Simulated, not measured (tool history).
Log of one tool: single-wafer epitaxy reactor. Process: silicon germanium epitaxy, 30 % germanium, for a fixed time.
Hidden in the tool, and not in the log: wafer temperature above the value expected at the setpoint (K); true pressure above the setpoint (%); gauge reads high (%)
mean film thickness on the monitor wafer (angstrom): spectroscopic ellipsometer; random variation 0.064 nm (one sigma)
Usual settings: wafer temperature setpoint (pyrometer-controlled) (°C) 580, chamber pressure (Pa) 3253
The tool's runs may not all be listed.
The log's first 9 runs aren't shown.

run   hour  wafer temperature setpoint (pyrometer-controlled) (°C)  chamber pressure (Pa)  wafers since the last listed run  hours since the last pyrometer calibration  hours since the last manometer calibration  hours since the showerhead was replaced  hours since the gauge calibration  read-back reference wafer on the same gauge, thickness_nm  mean film thickness on the monitor wafer (angstrom)
 10   96.7                                                     580                   3253                               101                                      1429.6                                      2249.7                                   7923.0                              335.6                                                     45.107                                               402.63
 11  110.1                                                     589                   2653                               202                                      1443.0                                      2263.1                                   7936.4                              349.0                                                     45.094                                               451.21
 12  123.7                                                     580                   3253                               205                                      1456.6                                      2276.7                                   7950.0                              362.6                                                     45.108                                               402.09
 13  138.6                                                     583                   3720                               225                                      1471.5                                      2291.6                                   7964.9                              377.5                                                     45.103                                               453.18
     152.2  -- showerhead replaced
 14  152.7                                                     580                   3253                                92                                      1485.6                                      2305.7                                      0.5                              391.6                                                     45.109                                               401.96
 15  155.5                                                     580                   3560                                42                                      1488.4                                      2308.5                                      3.3                              394.4                                                     45.100                                               416.66
     166.8  -- gauge calibrated
 16  170.3                                                     580                   3666                               223                                      1503.2                                      2323.3                                     18.1                                3.5                                                     45.102                                               421.88
 17  183.7                                                     574                   3693                               202                                      1516.6                                      2336.7                                     31.5                               16.9                                                     45.099                                               370.23
 18  192.7                                                     567                   3640                               136                                      1525.6                                      2345.7                                     40.5                               25.9                                                     45.086                                               314.19
 19  209.5                                                     580                   3253                               254                                      1542.4                                      2362.5                                     57.3                               42.7                                                     45.105                                               402.05
 20  221.7                                                     580                   3253                               184                                      1554.6                                      2374.7                                     69.5                               54.9                                                     45.097                                               402.07
 21  233.3                                                     594                   3946                               175                                      1566.2                                      2386.3                                     81.1                               66.5                                                     45.097                                               586.64
     245.2  -- capacitance manometer re-zeroed and calibrated
 22  248.2                                                     580                   2880                               104                                      1581.1                                         3.0                                     96.0                               81.4                                                     45.097                                               383.35
 23  262.4                                                     574                   3520                               214                                      1595.3                                        17.2                                    110.2                               95.6                                                     45.092                                               363.73
 24  275.9                                                     595                   3253                               204                                      1608.8                                        30.7                                    123.7                              109.1                                                     45.110                                               556.86
     297.9  -- pyrometer calibrated
 25  298.4                                                     568                   2680                               219                                         0.5                                        53.2                                    146.2                              131.6                                                     45.099                                               299.70
 26  300.9                                                     568                   3573                                37                                         3.0                                        55.7                                    148.7                              134.1                                                     45.115                                               336.35
 27  310.3                                                     580                   3666                               142                                        12.4                                        65.1                                    158.1                              143.5                                                     45.108                                               443.40
 28  326.6                                                     587                   3680                               246                                        28.7                                        81.4                                    174.4                              159.8                                                     45.103                                               514.42
 29  375.9                                                     580                   3253                               746                                        78.0                                       130.7                                    223.7                              209.1                                                     45.101                                               418.20
 30  382.5                                                     567                   3906                                99                                        84.6                                       137.3                                    230.3                              215.7                                                     45.095                                               337.30
 31  398.6                                                     580                   3253                               243                                       100.7                                       153.4                                    246.4                              231.8                                                     45.096                                               418.10

5 ways to go on from here, each from the tool as it stands after run 31. What would each give?
  A  399.0                                                     580                   3253                                 6                                       101.1                                       153.8                                    246.8                              232.2                                                          ?                                                    ?
  B  399.0                                                     591                   3826                                 6                                       101.1                                       153.8                                    246.8                              232.2                                                          ?                                                    ?
  C  399.0                                                     568                   2666                                 6                                       101.1                                       153.8                                    246.8                              232.2                                                          ?                                                    ?
  D  399.0                                                     573                   3920                                 6                                       101.1                                       153.8                                    246.8                              232.2                                                          ?                                                    ?
  E  399.0                                                     580                   3933                                 6                                       101.1                                       153.8                                    246.8                              232.2                                                          ?                                                    ?

run  read-back reference wafer on the same gauge, thickness_nm  mean film thickness on the monitor wafer (angstrom)
  A                                                     45.099                                               416.46
  B                                                     45.099                                               563.61
  C                                                     45.099                                               294.34
  D                                                     45.099                                               384.62
  E                                                     45.099                                               449.54
Without the tool's hidden state the same runs would have given:
run  mean film thickness on the monitor wafer (angstrom)
  A                                               427.35
  B                                               577.91
  C                                               302.29
  D                                               394.87
  E                                               461.29
